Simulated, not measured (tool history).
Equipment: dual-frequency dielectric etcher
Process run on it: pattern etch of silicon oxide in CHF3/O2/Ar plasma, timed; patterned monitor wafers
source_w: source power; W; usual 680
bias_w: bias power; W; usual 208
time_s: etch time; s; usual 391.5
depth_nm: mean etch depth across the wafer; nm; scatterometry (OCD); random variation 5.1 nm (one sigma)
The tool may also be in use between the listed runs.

run    hour  source_w  bias_w  time_s  read-back reference wafer on the same gauge, depth_nm  depth_nm
  1       0       550     208   391.5                                                  949.4     823.7
  2    46.3       550     208   391.5                                                  949.4       815
  3     221       680     208   337.5                                                    950     738.4
      306.6  -- wet clean of the chamber
  4   314.3       680     232   391.5                                                  952.5       900
      374.7  -- source power generator calibrated
  5   403.6       680     232   391.5                                                  950.5     895.5
      431.6  -- upper electrode replaced
  6   460.6       680     232   391.5                                                  950.5       890
  7   503.9       640     184   391.5                                                  950.4     815.3
  8   602.7       680     208   391.5                                                  949.2       860
  9   753.7       680     208   391.5                                                  947.5     863.1
 10   856.3       680     208   391.5                                                  945.6       861
 11   892.5       680     208   391.5                                                  948.8     858.3
 12     984       820     246   391.5                                                  948.2     956.5
     1020.7  -- wet clean of the chamber
 13  1068.2       680     232   391.5                                                  950.8     889.7
 14  1149.4       740     193   391.5                                                    946     853.7
 15  1244.5       680     236   391.5                                                    948     888.6
 16    1387       560     249     458                                                  948.6    1008.9
 17  1469.1       680     239   286.5                                                  949.7     655.6
     1539.2  -- bias power generator calibrated
 18  1565.5       680     253     447                                                  948.1    1047.2
 19  1603.8       680     208   391.5                                                  947.4     863.5
     1705.3  -- gauge calibrated
 20  1708.3       540     235     480                                                  947.3    1037.1
     1739.3  -- wet clean of the chamber
 21  1788.6       680     182     359                                                  948.4     755.9
 22  1844.5       680     253   391.5                                                  948.7     923.3
 23  1927.6       680     208   391.5                                                  948.9     865.9
 24  1963.6       740     193   391.5                                                  949.2     858.5
 25  2067.5       680     159   279.5                                                  947.4     571.8
 26  2147.1       680     180     325                                                  948.3     688.5
 27  2185.6       680     221   391.5                                                  949.7     880.8
 28  2224.6       680     208   391.5                                                    950     861.5
 29  2297.4       680     208   391.5                                                  949.8     859.8
     2402.3  -- wet clean of the chamber
 30  2402.8       780     192     431                                                  948.2     963.7

4 options for the next run, each taken on its own from the tool as it stands now. Forecast them:
  A  2403.3       680     195   391.5                                                      ?         ?
  B  2403.3       760     193     355                                                      ?         ?
  C  2403.3       630     226   347.5                                                      ?         ?
  D  2403.3       680     208     292                                                      ?         ?

run  read-back reference wafer on the same gauge, depth_nm  depth_nm
  A                                                  946.7     848.2
  B                                                  946.7     792.1
  C                                                  946.7     771.8
  D                                                  946.7     645.5
Without the tool's unlogged condition, the same runs would have read:
run  depth_nm
  A     848.2
  B     792.1
  C     771.8
  D     645.5
